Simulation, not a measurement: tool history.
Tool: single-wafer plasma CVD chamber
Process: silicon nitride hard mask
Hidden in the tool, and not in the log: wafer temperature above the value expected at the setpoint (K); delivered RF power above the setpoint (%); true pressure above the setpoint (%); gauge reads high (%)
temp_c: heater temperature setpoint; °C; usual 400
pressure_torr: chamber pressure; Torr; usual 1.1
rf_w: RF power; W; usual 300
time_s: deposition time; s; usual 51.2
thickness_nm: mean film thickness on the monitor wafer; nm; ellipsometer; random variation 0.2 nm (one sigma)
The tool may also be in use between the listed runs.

run	hour	temp_c	pressure_torr	rf_w	time_s	wafers since the last listed run	hours since the last thermocouple change	hours since the last RF generator calibration	hours since the last manometer calibration	hours since the showerhead was replaced	hours since the gauge calibration	read-back reference wafer on the same gauge, thickness_nm	thickness_nm
1	0	400	0.91	300	51.2	0	848.4	1365	188.1	2187.8	381	60.757	48.871
2	30.4	400	0.91	300	51.2	321	878.8	1395.4	218.5	2218.2	411.4	60.795	49.072
3	65.6	400	0.91	300	51.2	371	914	1430.6	253.7	2253.4	446.6	60.833	48.933
4	129	400	1.1	300	51.2	669	977.4	1494	317.1	2316.8	510	60.755	52.034
5	168.3	400	1.1	300	51.2	415	1016.7	1533.3	356.4	2356.1	549.3	60.661	52.375
6	218.3	400	1.1	300	51.2	528	1066.7	1583.3	406.4	2406.1	599.3	60.778	52.505
7	275	400	1.1	300	51.2	599	1123.4	1640	463.1	2462.8	656	60.659	52.421
8	309.5	392	1.1	335	51.2	364	1157.9	1674.5	497.6	2497.3	690.5	60.7	57.6
9	362.3	392	1.1	335	51.2	557	1210.7	1727.3	550.4	2550.1	743.3	60.742	57.795
10	408.1	392	1.1	335	51.2	483	1256.5	1773.1	596.2	2595.9	789.1	60.709	57.08
11	477.5	405	1.1	300	51.2	733	1325.9	1842.5	665.6	2665.3	858.5	60.609	52.581
12	503.1	405	1.1	300	51.2	270	1351.5	1868.1	691.2	2690.9	884.1	60.826	52.378
# hour 513.3: showerhead replaced
# hour 527.6: thermocouple changed; heater temperature recalibrated
13	532.6	405	1.1	300	51.2	142	5	1897.6	720.7	19.3	913.6	60.693	52.41
# hour 550.6: gauge calibrated
14	565	395	0.85	345	51.2	342	37.4	1930	753.1	51.7	14.4	60.736	54.172
15	620.8	412	1.1	300	51.2	589	93.2	1985.8	808.9	107.5	70.2	60.647	52.478
# hour 636.5: capacitance manometer re-zeroed and calibrated
16	652.2	400	1.25	300	51.2	247	124.6	2017.2	15.7	138.9	101.6	60.748	53.631
17	696.9	400	1.1	300	51.2	472	169.3	2061.9	60.4	183.6	146.3	60.716	52.133
18	749.8	389	1.1	355	44.8	558	222.2	2114.8	113.3	236.5	199.2	60.73	52.001
# hour 817.4: RF generator calibrated
19	817.9	415	1.1	300	51.2	635	290.3	0.5	181.4	304.6	267.3	60.725	51.649
20	853.7	400	1.1	300	51.2	378	326.1	36.3	217.2	340.4	303.1	60.751	52.138
21	924.8	392	1.34	315	58.7	751	397.2	107.4	288.3	411.5	374.2	60.795	65.952
22	949.2	392	1.1	335	51.2	257	421.6	131.8	312.7	435.9	398.6	60.718	57.543
23	1018.2	400	1.1	300	51.2	729	490.6	200.8	381.7	504.9	467.6	60.652	52.148
24	1074	400	1.1	300	58.9	589	546.4	256.6	437.5	560.7	523.4	60.846	60.308
25	1123.9	400	1.29	265	47.5	527	596.3	306.5	487.4	610.6	573.3	60.678	45.643
26	1149.8	389	1.1	300	57.7	273	622.2	332.4	513.3	636.5	599.2	60.731	59.155

What the log doesn't show, run by run:
wafer temperature above the value expected at the setpoint (K): 0 in every run
delivered RF power above the setpoint (%): 0 in every run
gauge reads high (%): 0 in every run
H1: true pressure above the setpoint (%)
run	H1
1	1.44
2	1.71
3	2.03
4	2.59
5	2.94
6	3.38
7	3.89
8	4.19
9	4.66
10	5.07
11	5.68
12	5.91
13	6.17
14	6.46
15	6.96
16	0.189
17	0.586
18	1.06
19	1.66
20	1.98
21	2.61
22	2.83
23	3.44
24	3.93
25	4.38
26	4.61

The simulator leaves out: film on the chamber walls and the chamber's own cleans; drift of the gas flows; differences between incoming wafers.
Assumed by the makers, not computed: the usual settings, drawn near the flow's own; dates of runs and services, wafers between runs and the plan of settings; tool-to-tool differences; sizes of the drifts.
